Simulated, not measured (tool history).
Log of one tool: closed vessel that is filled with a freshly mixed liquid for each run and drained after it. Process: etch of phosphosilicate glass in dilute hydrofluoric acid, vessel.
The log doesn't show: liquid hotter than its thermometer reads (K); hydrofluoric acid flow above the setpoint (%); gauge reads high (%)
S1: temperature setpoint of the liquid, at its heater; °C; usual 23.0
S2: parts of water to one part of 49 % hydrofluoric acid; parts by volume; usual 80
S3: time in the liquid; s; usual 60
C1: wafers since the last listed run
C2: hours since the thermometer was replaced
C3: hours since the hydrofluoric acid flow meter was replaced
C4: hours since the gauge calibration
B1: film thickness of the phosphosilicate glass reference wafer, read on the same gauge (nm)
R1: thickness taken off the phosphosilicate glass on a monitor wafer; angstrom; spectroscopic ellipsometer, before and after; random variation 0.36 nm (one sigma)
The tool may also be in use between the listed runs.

| run | hour | S1 | S2 | S3 | C1 | C2 | C3 | C4 | B1 | R1 |
|---|---|---|---|---|---|---|---|---|---|---|
| 1 | 0.0 | 20.5 | 80 | 50 | 0 | 184.9 | 1132.1 | 1164.3 | 139.99 | 440.9 |
| 2 | 55.1 | 20.5 | 80 | 50 | 7070 | 240.0 | 1187.2 | 1219.4 | 139.98 | 446.2 |
| 3 | 155.6 | 25.0 | 80 | 60 | 12896 | 340.5 | 1287.7 | 1319.9 | 140.01 | 647.5 |
| 4 | 251.1 | 23.0 | 80 | 60 | 12254 | 436.0 | 1383.2 | 1415.4 | 140.00 | 594.5 |
| 5 | 322.3 | 23.0 | 80 | 60 | 9136 | 507.2 | 1454.4 | 1486.6 | 140.00 | 594.8 |
|  | 408.8 | thermometer replaced |
| 6 | 429.5 | 23.0 | 80 | 60 | 13627 | 20.7 | 1561.6 | 1593.8 | 140.02 | 595.9 |
| 7 | 474.8 | 23.0 | 80 | 60 | 5812 | 66.0 | 1606.9 | 1639.1 | 140.00 | 593.5 |
| 8 | 550.2 | 23.0 | 80 | 60 | 9675 | 141.4 | 1682.3 | 1714.5 | 140.00 | 594.5 |
|  | 559.6 | gauge calibrated |
|  | 620.6 | hydrofluoric acid flow meter replaced |
| 9 | 631.4 | 23.0 | 80 | 60 | 10291 | 222.6 | 10.8 | 71.8 | 140.00 | 591.1 |
| 10 | 720.9 | 23.0 | 90 | 60 | 11484 | 312.1 | 100.3 | 161.3 | 140.01 | 525.8 |
| 11 | 810.9 | 23.0 | 80 | 60 | 11548 | 402.1 | 190.3 | 251.3 | 140.01 | 595.3 |
| 12 | 888.3 | 23.0 | 80 | 60 | 9931 | 479.5 | 267.7 | 328.7 | 140.01 | 591.1 |
| 13 | 942.5 | 23.0 | 80 | 60 | 6954 | 533.7 | 321.9 | 382.9 | 140.02 | 594.3 |
| 14 | 1042.5 | 23.0 | 80 | 60 | 12831 | 633.7 | 421.9 | 482.9 | 140.00 | 594.2 |
|  | 1147.5 | thermometer replaced |
| 15 | 1243.8 | 20.5 | 80 | 50 | 25702 | 96.3 | 623.2 | 684.2 | 139.98 | 442.6 |
| 16 | 1325.3 | 23.0 | 80 | 60 | 10458 | 177.8 | 704.7 | 765.7 | 140.00 | 592.2 |
| 17 | 1394.3 | 21.0 | 115 | 50 | 8854 | 246.8 | 773.7 | 834.7 | 140.04 | 303.5 |
| 18 | 1461.2 | 23.0 | 105 | 60 | 8584 | 313.7 | 840.6 | 901.6 | 140.01 | 438.7 |
| 19 | 1550.5 | 23.0 | 80 | 60 | 11458 | 403.0 | 929.9 | 990.9 | 140.00 | 593.0 |
| 20 | 1606.1 | 23.0 | 80 | 60 | 7134 | 458.6 | 985.5 | 1046.5 | 139.99 | 602.1 |
| 21 | 1706.7 | 23.0 | 65 | 35 | 12908 | 559.2 | 1086.1 | 1147.1 | 140.00 | 436.8 |
| 22 | 1754.8 | 26.5 | 115 | 45 | 6172 | 607.3 | 1134.2 | 1195.2 | 139.98 | 338.5 |
| 23 | 1848.4 | 26.0 | 105 | 50 | 12010 | 700.9 | 1227.8 | 1288.8 | 140.01 | 410.7 |
|  | 1899.2 | thermometer replaced |
| 24 | 1936.7 | 23.0 | 80 | 60 | 11202 | 37.5 | 1316.1 | 1377.1 | 140.01 | 595.9 |
| 25 | 2002.9 | 23.0 | 80 | 60 | 8494 | 103.7 | 1382.3 | 1443.3 | 140.03 | 600.6 |
| 26 | 2105.4 | 23.0 | 80 | 40 | 13152 | 206.2 | 1484.8 | 1545.8 | 140.00 | 391.6 |
| 27 | 2211.1 | 23.0 | 80 | 60 | 13563 | 311.9 | 1590.5 | 1651.5 | 140.00 | 594.9 |
| 28 | 2251.7 | 23.0 | 95 | 60 | 5209 | 352.5 | 1631.1 | 1692.1 | 140.00 | 492.5 |
|  | 2263.8 | hydrofluoric acid flow meter replaced |
| 29 | 2331.5 | 23.0 | 80 | 50 | 10111 | 432.3 | 67.7 | 1771.9 | 139.97 | 495.2 |
| 30 | 2387.7 | 20.5 | 100 | 60 | 7211 | 488.5 | 123.9 | 1828.1 | 140.03 | 421.8 |
|  | 2480.6 | gauge calibrated |
| 31 | 2482.5 | 20.5 | 60 | 30 | 12164 | 583.3 | 218.7 | 1.9 | 140.02 | 363.6 |

5 ways to go on from here, each from the tool as it stands after run 31. What would each give?
| A | 2483.2 | 23.0 | 80 | 30 | 89 | 584.0 | 219.4 | 2.6 | ? | ? |
| B | 2483.2 | 18.5 | 65 | 45 | 89 | 584.0 | 219.4 | 2.6 | ? | ? |
| C | 2483.2 | 20.0 | 45 | 35 | 89 | 584.0 | 219.4 | 2.6 | ? | ? |
| D | 2483.2 | 20.0 | 55 | 30 | 89 | 584.0 | 219.4 | 2.6 | ? | ? |
| E | 2483.2 | 23.0 | 115 | 95 | 89 | 584.0 | 219.4 | 2.6 | ? | ? |

| run | B1 | R1 |
|---|---|---|
| A | 140.05 | 295.7 |
| B | 140.05 | 461.0 |
| C | 140.05 | 565.1 |
| D | 140.05 | 391.6 |
| E | 140.05 | 624.6 |
Without the tool's hidden state the same runs would have given:
| run | R1 |
|---|---|
| A | 295.7 |
| B | 461.0 |
| C | 565.1 |
| D | 391.6 |
| E | 624.6 |
